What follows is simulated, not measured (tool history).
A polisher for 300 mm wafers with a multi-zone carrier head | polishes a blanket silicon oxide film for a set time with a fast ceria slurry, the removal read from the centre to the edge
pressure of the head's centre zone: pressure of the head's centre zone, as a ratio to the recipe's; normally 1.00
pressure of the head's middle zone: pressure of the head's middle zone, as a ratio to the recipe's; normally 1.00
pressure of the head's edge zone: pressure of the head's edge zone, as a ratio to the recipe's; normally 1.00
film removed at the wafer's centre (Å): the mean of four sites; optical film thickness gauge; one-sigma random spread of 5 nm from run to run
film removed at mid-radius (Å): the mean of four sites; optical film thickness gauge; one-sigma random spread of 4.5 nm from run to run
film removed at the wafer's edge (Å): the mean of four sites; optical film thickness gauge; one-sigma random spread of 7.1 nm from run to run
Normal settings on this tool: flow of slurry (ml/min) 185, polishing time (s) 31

run     day  flow of slurry (ml/min)  pressure of the head's centre zone  pressure of the head's middle zone  pressure of the head's edge zone  polishing time (s)  incoming thickness of the incoming film, nm  film removed at the wafer's centre (Å)  film removed at mid-radius (Å)  film removed at the wafer's edge (Å)
  1   0.000                      185                                1.00                                1.00                              1.00                  31                                       1866.8                                    5162                            4761                                  4620
  2   0.733                      185                                1.00                                1.00                              1.00                  31                                       1890.7                                    5128                            4738                                  4699
      0.796  -- slurry nozzle cleaned
      1.058  -- worn pad replaced by a new one
  3   1.392                      185                                1.00                                1.00                              1.05                  31                                       1889.0                                    5397                            4873                                  4994
  4   2.042                      135                                0.95                                0.91                              1.10                  31                                       1900.3                                    4929                            4430                                  4890
  5   2.708                      185                                1.00                                0.97                              1.00                  31                                       1924.7                                    5318                            4741                                  4793
  6   3.438                      185                                1.00                                1.00                              1.00                  31                                       1878.3                                    5390                            4944                                  4844
      3.733  -- centre zone pressure recalibrated
  7   3.900                      185                                1.00                                1.00                              1.00                  31                                       1893.4                                    4841                            4964                                  4796
  8   4.400                      185                                1.04                                1.00                              1.00                  36                                       1882.3                                    5860                            5694                                  5519
  9   4.892                      185                                1.03                                1.00                              1.09                  31                                       1929.5                                    4931                            4892                                  5041
      5.308  -- worn pad replaced by a new one
 10   5.329                      120                                1.00                                1.00                              1.00                  31                                       1910.0                                    4522                            4700                                  4743
 11   5.896                      225                                1.00                                1.00                              1.09                  31                                       1888.9                                    4970                            4969                                  5129
      6.179  -- carrier head's membrane replaced by a new one
 12   6.200                      185                                1.00                                0.90                              1.00                  41                                       1885.9                                    6421                            5886                                  6287
 13   6.867                      185                                0.88                                1.06                              0.96                  39                                       1881.9                                    5403                            6599                                  5888
 14   7.562                      235                                1.00                                1.05                              0.94                  31                                       1911.3                                    5075                            5254                                  4765
 15   8.308                      185                                0.90                                1.08                              1.00                  31                                       1915.2                                    4317                            5328                                  4850
      9.029  -- worn pad replaced by a new one
 16   9.050                      155                                1.04                                1.00                              1.00                  31                                       1878.3                                    4959                            4868                                  4627
 17   9.604                      185                                1.08                                1.00                              1.00                  35                                       1862.0                                    5967                            5520                                  5586
 18  10.304                      200                                1.08                                1.00                              1.00                  31                                       1879.5                                    5379                            4920                                  4785
 19  11.200                      140                                1.00                                1.00                              1.05                  39                                       1855.2                                    5855                            5979                                  5878
 20  11.783                      185                                1.04                                1.00                              1.09                  31                                       1888.8                                    4991                            4881                                  5004
 21  12.183                      185                                1.00                                1.00                              1.00                  31                                       1887.2                                    4786                            4906                                  4613
 22  12.692                      185                                1.00                                1.00                              0.93                  31                                       1890.9                                    4793                            4841                                  4507
 23  13.138                      185                                1.00                                1.00                              1.00                  31                                       1882.4                                    4818                            4902                                  4788

Pick out some run-to-run changes in film removed at the wafer's centre (Å). Of each, how much would a tool without hidden state show as well, from the settings, what came in and chance, and how much is left for the hidden state and any gauge scatter not in both results compared?
Hidden conditions of the tool in this case: removal rate lost through wear of the pad, %; slurry flow missing at the pad, %; deviation of the centre zone's pressure from its setpoint, %; deviation of the edge zone's pressure from its setpoint, %.
Run 2 -> 3: pressure of the head's edge zone 1.00 -> 1.05, slurry nozzle cleaned, worn pad replaced by a new one. film removed at the wafer's centre (Å) +269: hidden state +248, all else +21.
Run 6 -> 7: centre zone pressure recalibrated. film removed at the wafer's centre (Å) -549: hidden state -575, all else +26.
Run 7 -> 8: pressure of the head's centre zone 1.00 -> 1.04, polishing time (s) 31 -> 36. film removed at the wafer's centre (Å) +1019: hidden state -11, all else +1030.
Run 11 -> 12: flow of slurry (ml/min) 225 -> 185, pressure of the head's middle zone 1.00 -> 0.90, pressure of the head's edge zone 1.09 -> 1.00, polishing time (s) 31 -> 41, carrier head's membrane replaced by a new one. film removed at the wafer's centre (Å) +1451: hidden state -28, all else +1479.
